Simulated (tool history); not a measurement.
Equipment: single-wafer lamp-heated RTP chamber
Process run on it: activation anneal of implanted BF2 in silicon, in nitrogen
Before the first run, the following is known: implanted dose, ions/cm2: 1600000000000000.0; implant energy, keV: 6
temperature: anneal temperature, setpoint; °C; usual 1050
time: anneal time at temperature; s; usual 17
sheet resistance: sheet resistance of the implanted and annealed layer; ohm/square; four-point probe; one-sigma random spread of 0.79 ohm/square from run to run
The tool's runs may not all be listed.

run,hour,temperature,time,wafers since the last listed run,wafers since the last pyrometer calibration,wafers since the reflector plate was cleaned,hours since the gauge calibration,"read-back reference wafer on the same gauge, sheet resistance",sheet resistance
1,0.0,1050,17,0,5337,224,632.2,129.18,152.70
2,100.0,1050,17,1404,6742,1628,732.2,128.86,152.49
# hour 160.4: pyrometer window cleaned and pyrometer calibrated
3,160.9,1050,17,743,6,2371,793.1,128.97,158.74
4,237.3,1058,10,1073,1079,3445,869.5,128.94,167.15
5,288.8,1058,10,723,1803,4168,921.0,129.09,167.00
6,345.4,1050,17,795,2598,4963,977.6,129.05,155.88
7,415.8,1050,17,988,3587,5952,1048.0,128.91,152.57
# hour 484.9: reflector plate cleaned
8,485.4,1050,17,865,4452,7,1117.6,129.06,153.31
9,559.4,1065,17,1039,5491,1046,1191.6,129.11,136.46
# hour 612.0: pyrometer window cleaned and pyrometer calibrated
10,638.4,1065,17,997,371,2044,1270.6,129.10,141.87
11,679.6,1050,17,578,949,2622,1311.8,129.05,156.48
12,763.7,1050,17,1181,2131,3804,1395.9,128.81,155.65
13,811.6,1050,17,672,2804,4476,1443.8,128.97,153.16
# hour 850.1: gauge calibrated
14,881.9,1050,20,987,3791,5464,31.8,128.92,147.70
15,969.3,1040,23,1227,5019,6691,119.2,129.16,153.49
16,1043.8,1077,14,1046,6065,7738,193.7,129.09,133.93
# hour 1111.6: pyrometer window cleaned and pyrometer calibrated
# hour 1112.5: reflector plate cleaned
17,1113.0,1050,17,847,7,7,262.9,128.83,157.79
18,1187.4,1050,17,1045,1052,1052,337.3,128.98,156.62
19,1281.5,1026,25,1321,2374,2374,431.4,129.05,167.12
20,1383.9,1039,24,1438,3812,3812,533.8,128.95,154.95
21,1453.9,1040,26,983,4795,4795,603.8,129.05,150.37
22,1523.7,1062,13,980,5776,5776,673.6,129.00,149.64
# hour 1554.7: pyrometer window cleaned and pyrometer calibrated
23,1579.6,1036,12,672,349,6448,729.5,128.97,195.23

Here are 5 independent what-if runs from the current tool condition. What would each one return?
A,1580.0,1050,17,5,354,6454,729.9,?,?
B,1580.0,1035,14,5,354,6454,729.9,?,?
C,1580.0,1070,26,5,354,6454,729.9,?,?
D,1580.0,1023,17,5,354,6454,729.9,?,?
E,1580.0,1028,12,5,354,6454,729.9,?,?

run,"read-back reference wafer on the same gauge, sheet resistance",sheet resistance
A,129.07,158.14
B,129.07,189.86
C,129.07,123.28
D,129.07,202.66
E,129.07,215.02
What these runs would have given with no unlogged condition in the tool:
run,sheet resistance
A,159.17
B,191.52
C,124.18
D,204.52
E,217.10

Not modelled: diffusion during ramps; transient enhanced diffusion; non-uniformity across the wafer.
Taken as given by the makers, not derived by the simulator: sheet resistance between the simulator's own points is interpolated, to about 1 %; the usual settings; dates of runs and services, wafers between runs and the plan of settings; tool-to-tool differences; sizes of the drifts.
